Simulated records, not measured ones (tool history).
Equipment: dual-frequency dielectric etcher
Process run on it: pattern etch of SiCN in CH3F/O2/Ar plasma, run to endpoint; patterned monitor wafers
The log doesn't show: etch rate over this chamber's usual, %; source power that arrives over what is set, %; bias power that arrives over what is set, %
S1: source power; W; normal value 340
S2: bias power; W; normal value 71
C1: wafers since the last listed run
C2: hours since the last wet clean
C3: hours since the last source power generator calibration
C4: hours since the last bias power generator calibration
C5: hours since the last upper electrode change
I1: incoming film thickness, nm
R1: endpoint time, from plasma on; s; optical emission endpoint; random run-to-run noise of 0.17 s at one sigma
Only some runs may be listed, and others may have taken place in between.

run 1 day=0 | S1=340 S2=71 | C1=0 C2=250.2 C3=3673.5 C4=1619.1 C5=5015.8 | I1=9.64 | R1=26.8
run 2 day=0.821 | S1=340 S2=71 | C1=218 C2=269.9 C3=3693.2 C4=1638.8 C5=5035.5 | I1=9.64 | R1=26.8
run 3 day=1.788 | S1=340 S2=71 | C1=257 C2=293.1 C3=3716.4 C4=1662 C5=5058.7 | I1=9.61 | R1=26.8
run 4 day=2.492 | S1=340 S2=71 | C1=187 C2=310 C3=3733.3 C4=1678.9 C5=5075.6 | I1=9.56 | R1=26.8
run 5 day=3.608 | S1=340 S2=71 | C1=297 C2=336.8 C3=3760.1 C4=1705.7 C5=5102.4 | I1=9.6 | R1=26.6
run 6 day=4.546 | S1=370 S2=80 | C1=249 C2=359.3 C3=3782.6 C4=1728.2 C5=5124.9 | I1=9.64 | R1=25
run 7 day=5.738 | S1=370 S2=80 | C1=317 C2=387.9 C3=3811.2 C4=1756.8 C5=5153.5 | I1=9.62 | R1=25.1
-- day=7.5 wet clean of the chamber
run 8 day=7.521 | S1=280 S2=81 | C1=208 C2=0.5 C3=3854 C4=1799.6 C5=5196.3 | I1=9.7 | R1=26.5
run 9 day=8.35 | S1=280 S2=81 | C1=220 C2=20.4 C3=3873.9 C4=1819.5 C5=5216.2 | I1=9.6 | R1=26.3
-- day=9.05 source power generator calibrated
run 10 day=9.071 | S1=280 S2=81 | C1=147 C2=37.7 C3=0.5 C4=1836.8 C5=5233.5 | I1=9.71 | R1=26.5
run 11 day=9.471 | S1=340 S2=71 | C1=106 C2=47.3 C3=10.1 C4=1846.4 C5=5243.1 | I1=9.64 | R1=26
run 12 day=10.817 | S1=340 S2=71 | C1=358 C2=79.6 C3=42.4 C4=1878.7 C5=5275.4 | I1=9.69 | R1=26.3
run 13 day=12.017 | S1=340 S2=58 | C1=319 C2=108.4 C3=71.2 C4=1907.5 C5=5304.2 | I1=9.52 | R1=27.7
run 14 day=13.175 | S1=340 S2=58 | C1=308 C2=136.2 C3=99 C4=1935.3 C5=5332 | I1=9.7 | R1=28.2
run 15 day=14.238 | S1=320 S2=71 | C1=283 C2=161.7 C3=124.5 C4=1960.8 C5=5357.5 | I1=9.48 | R1=26.2
run 16 day=15.679 | S1=340 S2=71 | C1=384 C2=196.3 C3=159.1 C4=1995.4 C5=5392.1 | I1=9.6 | R1=26.3
run 17 day=16.7 | S1=390 S2=88 | C1=271 C2=220.8 C3=183.6 C4=2019.9 C5=5416.6 | I1=9.61 | R1=23.2
run 18 day=17.629 | S1=270 S2=76 | C1=247 C2=243.1 C3=205.9 C4=2042.2 C5=5438.9 | I1=9.63 | R1=27.4
run 19 day=18.188 | S1=270 S2=80 | C1=148 C2=256.5 C3=219.3 C4=2055.6 C5=5452.3 | I1=9.51 | R1=26.8
-- day=18.812 bias power generator calibrated
run 20 day=19.329 | S1=370 S2=81 | C1=259 C2=283.9 C3=246.7 C4=12.4 C5=5479.7 | I1=9.47 | R1=24.2
run 21 day=20.325 | S1=340 S2=71 | C1=265 C2=307.8 C3=270.6 C4=36.3 C5=5503.6 | I1=9.65 | R1=26.9
run 22 day=21.367 | S1=420 S2=77 | C1=277 C2=332.8 C3=295.6 C4=61.3 C5=5528.6 | I1=9.57 | R1=24.2
run 23 day=22.321 | S1=390 S2=71 | C1=254 C2=355.7 C3=318.5 C4=84.2 C5=5551.5 | I1=9.61 | R1=25.6
-- day=23.7 wet clean of the chamber
run 24 day=23.721 | S1=410 S2=61 | C1=106 C2=0.5 C3=352.1 C4=117.8 C5=5585.1 | I1=9.56 | R1=25.8
run 25 day=24.075 | S1=310 S2=84 | C1=94 C2=9 C3=360.6 C4=126.3 C5=5593.6 | I1=9.63 | R1=25.2
-- day=25.642 upper electrode replaced
run 26 day=25.662 | S1=410 S2=83 | C1=156 C2=47.1 C3=398.7 C4=164.4 C5=0.5 | I1=9.44 | R1=22.8
run 27 day=26.275 | S1=390 S2=66 | C1=163 C2=61.8 C3=413.4 C4=179.1 C5=15.2 | I1=9.52 | R1=25.5
run 28 day=27.521 | S1=280 S2=56 | C1=331 C2=91.7 C3=443.3 C4=209 C5=45.1 | I1=9.67 | R1=30.1
run 29 day=28.671 | S1=370 S2=76 | C1=306 C2=119.3 C3=470.9 C4=236.6 C5=72.7 | I1=9.55 | R1=24.4
run 30 day=29.258 | S1=340 S2=83 | C1=156 C2=133.4 C3=485 C4=250.7 C5=86.8 | I1=9.51 | R1=24.2
run 31 day=30.733 | S1=410 S2=65 | C1=392 C2=168.8 C3=520.4 C4=286.1 C5=122.2 | I1=9.62 | R1=25.7
run 32 day=32.079 | S1=340 S2=71 | C1=358 C2=201.1 C3=552.7 C4=318.4 C5=154.5 | I1=9.64 | R1=26.4
run 33 day=32.583 | S1=390 S2=84 | C1=134 C2=213.2 C3=564.8 C4=330.5 C5=166.6 | I1=9.65 | R1=24.1

Predict the results of run 34:
run 34 day=33.771 | S1=340 S2=71 | C1=316 C2=241.7 C3=593.3 C4=359 C5=195.1 | I1=9.52 | R1=?

R1: 26.4 s
The same run, on a tool lacking any hidden state, would have yielded R1 25.9 s.
